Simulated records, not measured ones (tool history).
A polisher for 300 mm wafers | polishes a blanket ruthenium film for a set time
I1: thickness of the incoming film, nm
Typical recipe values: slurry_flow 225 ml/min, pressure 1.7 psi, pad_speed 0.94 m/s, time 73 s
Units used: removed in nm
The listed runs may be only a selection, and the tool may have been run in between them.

run 1 hour=0 | slurry_flow=225 pressure=1.7 pad_speed=0.94 time=73 | I1=300.3 | removed=67.8
run 2 hour=29.6 | slurry_flow=225 pressure=1.7 pad_speed=0.94 time=73 | I1=299.3 | removed=66
run 3 hour=46.1 | slurry_flow=225 pressure=1.7 pad_speed=0.94 time=73 | I1=305.9 | removed=65.3
run 4 hour=63.5 | slurry_flow=225 pressure=1.7 pad_speed=0.94 time=73 | I1=299.4 | removed=64.9
run 5 hour=78.5 | slurry_flow=225 pressure=1.7 pad_speed=0.94 time=73 | I1=304.1 | removed=63
run 6 hour=108.7 | slurry_flow=225 pressure=1.7 pad_speed=0.94 time=73 | I1=299.3 | removed=74.1
run 7 hour=140.6 | slurry_flow=225 pressure=1.7 pad_speed=0.94 time=73 | I1=299.9 | removed=75.7
run 8 hour=165.3 | slurry_flow=225 pressure=1.7 pad_speed=0.8 time=73 | I1=303.8 | removed=62.1
run 9 hour=192.3 | slurry_flow=225 pressure=1.7 pad_speed=0.8 time=73 | I1=302.1 | removed=61.5
run 10 hour=212.3 | slurry_flow=225 pressure=1.7 pad_speed=0.94 time=73 | I1=299.1 | removed=72.3
run 11 hour=229.7 | slurry_flow=225 pressure=1.7 pad_speed=0.94 time=73 | I1=294.8 | removed=69.9
run 12 hour=265.3 | slurry_flow=225 pressure=1.7 pad_speed=0.94 time=73 | I1=305.1 | removed=70.5
run 13 hour=278.4 | slurry_flow=225 pressure=1.7 pad_speed=0.94 time=73 | I1=297.5 | removed=70.4
run 14 hour=298.5 | slurry_flow=205 pressure=1.7 pad_speed=0.94 time=73 | I1=296.4 | removed=68.4
run 15 hour=326.7 | slurry_flow=225 pressure=1.7 pad_speed=1.1 time=92 | I1=302.8 | removed=97.2
run 16 hour=352.8 | slurry_flow=175 pressure=1.7 pad_speed=0.94 time=82 | I1=301.1 | removed=79.2
run 17 hour=382.1 | slurry_flow=225 pressure=1.7 pad_speed=0.94 time=73 | I1=304.3 | removed=72.4
run 18 hour=404.5 | slurry_flow=225 pressure=1.9 pad_speed=0.94 time=73 | I1=300.6 | removed=78.6
run 19 hour=419.7 | slurry_flow=225 pressure=1.5 pad_speed=0.94 time=73 | I1=295.3 | removed=64.9
run 20 hour=452.7 | slurry_flow=225 pressure=1.7 pad_speed=0.94 time=73 | I1=300.2 | removed=71.2
run 21 hour=468.6 | slurry_flow=225 pressure=1.7 pad_speed=0.94 time=73 | I1=297 | removed=70.2
run 22 hour=498 | slurry_flow=225 pressure=1.5 pad_speed=0.94 time=52 | I1=305.6 | removed=46.7
run 23 hour=532.4 | slurry_flow=185 pressure=1.7 pad_speed=1.1 time=66 | I1=303.8 | removed=72.7
run 24 hour=564.9 | slurry_flow=280 pressure=1.7 pad_speed=0.94 time=63 | I1=296.2 | removed=58.7
run 25 hour=598.9 | slurry_flow=225 pressure=1.7 pad_speed=0.94 time=56 | I1=303.4 | removed=49.3
run 26 hour=669.7 | slurry_flow=225 pressure=1.7 pad_speed=0.94 time=73 | I1=300.3 | removed=73.9
run 27 hour=760 | slurry_flow=170 pressure=1.1 pad_speed=0.7 time=61 | I1=297.1 | removed=31.6
run 28 hour=772.2 | slurry_flow=225 pressure=1.7 pad_speed=0.94 time=73 | I1=296.3 | removed=71.1
run 29 hour=791.7 | slurry_flow=225 pressure=2 pad_speed=0.94 time=58 | I1=297.9 | removed=63.2
run 30 hour=817.9 | slurry_flow=185 pressure=1.5 pad_speed=0.94 time=73 | I1=296.7 | removed=60.8
run 31 hour=851.6 | slurry_flow=160 pressure=1.9 pad_speed=0.76 time=93 | I1=301 | removed=71.8
run 32 hour=873.2 | slurry_flow=225 pressure=2.3 pad_speed=1.1 time=86 | I1=299.5 | removed=127.9
run 33 hour=891.1 | slurry_flow=225 pressure=1.9 pad_speed=0.84 time=73 | I1=300.9 | removed=72.5
run 34 hour=912.2 | slurry_flow=225 pressure=1.7 pad_speed=0.94 time=95 | I1=297.2 | removed=95.8
run 35 hour=947.1 | slurry_flow=225 pressure=1.7 pad_speed=0.94 time=53 | I1=301.7 | removed=53
run 36 hour=974.9 | slurry_flow=180 pressure=1.1 pad_speed=1.08 time=51 | I1=303.8 | removed=40.9
run 37 hour=1001.5 | slurry_flow=150 pressure=2.2 pad_speed=0.94 time=73 | I1=298.1 | removed=85.2
run 38 hour=1023.1 | slurry_flow=225 pressure=1.3 pad_speed=0.94 time=80 | I1=299.4 | removed=63.6

Not shown here: 9 entries made in the log between runs. Locate each between two listed runs and compare the hidden state at the listed run before it with the hidden state at the listed run after it:
Run 5 -> run 6: worn pad replaced by a new one (hour 85.1)
  removal rate lost through wear of the pad, %: 16.1 -> 0.304
  measured value less the no-hidden-state value, removed: -12.2 -> -0.2 nm
Run 6 -> run 7: head pressure recalibrated (hour 111.9)
  removal rate lost through wear of the pad, %: 0.304 -> 0.729
  measured value less the no-hidden-state value, removed: -0.2 -> -0.5 nm
Run 15 -> run 16: worn pad replaced by a new one (hour 350.7)
  removal rate lost through wear of the pad, %: 10 -> 2.25
  measured value less the no-hidden-state value, removed: -10.8 -> -1.9 nm
Run 19 -> run 20: slurry nozzle cleaned (hour 435.6)
  removal rate lost through wear of the pad, %: 3.05 -> 4
  measured value less the no-hidden-state value, removed: -2 -> -2.9 nm
Run 22 -> run 23: head pressure recalibrated (hour 511.5)
  removal rate lost through wear of the pad, %: 5.91 -> 7.81
  measured value less the no-hidden-state value, removed: -2.9 -> -6.1 nm
Run 25 -> run 26: worn pad replaced by a new one (hour 603.9)
  removal rate lost through wear of the pad, %: 12.6 -> 0.915
  measured value less the no-hidden-state value, removed: -7.2 -> -0.7 nm
Run 31 -> run 32: worn pad replaced by a new one (hour 867.6)
  removal rate lost through wear of the pad, %: 10.5 -> 1.13
  measured value less the no-hidden-state value, removed: -8.5 -> -1.5 nm
Run 32 -> run 33: head pressure recalibrated (hour 890)
  removal rate lost through wear of the pad, %: 1.13 -> 1.22
  measured value less the no-hidden-state value, removed: -1.5 -> -0.9 nm
Run 37 -> run 38: slurry nozzle cleaned (hour 1021.9)
  removal rate lost through wear of the pad, %: 4.14 -> 5.2
  measured value less the no-hidden-state value, removed: -3.7 -> -3.4 nm

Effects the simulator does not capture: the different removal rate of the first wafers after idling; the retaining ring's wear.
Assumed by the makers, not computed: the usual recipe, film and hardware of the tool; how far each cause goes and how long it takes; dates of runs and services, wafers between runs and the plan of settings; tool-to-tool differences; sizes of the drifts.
